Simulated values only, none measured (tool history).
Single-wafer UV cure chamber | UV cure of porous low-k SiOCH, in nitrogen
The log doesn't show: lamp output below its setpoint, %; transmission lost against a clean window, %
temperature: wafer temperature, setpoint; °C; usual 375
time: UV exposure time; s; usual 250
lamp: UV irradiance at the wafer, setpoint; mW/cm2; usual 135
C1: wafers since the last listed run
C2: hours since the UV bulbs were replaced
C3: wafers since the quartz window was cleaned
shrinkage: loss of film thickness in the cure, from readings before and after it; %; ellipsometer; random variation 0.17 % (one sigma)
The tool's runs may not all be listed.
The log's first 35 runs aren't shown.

Run 36, hour 2691.5: usual settings; C1 361; C2 1002.7; C3 3625. Result: shrinkage 12.955 %.
At hour 2700.8: quartz window cleaned.
Run 37, hour 2790: usual settings but temperature 386 °C, lamp 118 mW/cm2; C1 459; C2 1101.2; C3 452. Result: shrinkage 13.089 %.
Run 38, hour 2978.9: usual settings; C1 959; C2 1290.1; C3 1412. Result: shrinkage 12.935 %.
Run 39, hour 3048.4: usual settings but temperature 393 °C; C1 352; C2 1359.6; C3 1764. Result: shrinkage 13.545 %.
Run 40, hour 3135.8: usual settings but lamp 149 mW/cm2; C1 443; C2 1447; C3 2208. Result: shrinkage 13.358 %.
Run 41, hour 3209.1: usual settings but temperature 358 °C, time 200 s, lamp 170 mW/cm2; C1 372; C2 1520.3; C3 2580. Result: shrinkage 12.498 %.
Run 42, hour 3285.1: usual settings but temperature 362 °C, time 135 s; C1 385; C2 1596.3; C3 2966. Result: shrinkage 9.318 %.
Run 43, hour 3323.1: usual settings but time 160 s; C1 192; C2 1634.3; C3 3159. Result: shrinkage 10.509 %.

5 ways to go on from here, each from the tool as it stands after run 43. What would each give?
Run A, hour 3323.6: usual settings; C1 2; C2 1634.8; C3 3162. Result: shrinkage ?.
Run B, hour 3323.6: usual settings but temperature 394 °C, time 160 s, lamp 115 mW/cm2; C1 2; C2 1634.8; C3 3162. Result: shrinkage ?.
Run C, hour 3323.6: usual settings but temperature 383 °C; C1 2; C2 1634.8; C3 3162. Result: shrinkage ?.
Run D, hour 3323.6: usual settings but temperature 355 °C, time 160 s, lamp 160 mW/cm2; C1 2; C2 1634.8; C3 3162. Result: shrinkage ?.
Run E, hour 3323.6: usual settings but temperature 356 °C, time 160 s; C1 2; C2 1634.8; C3 3162. Result: shrinkage ?.

run  shrinkage
  A     12.264
  B      9.904
  C     12.414
  D     10.638
  E      9.915
Without the tool's hidden state the same runs would have given:
run  shrinkage
  A     13.924
  B     11.475
  C     14.079
  D     12.239
  E     11.487
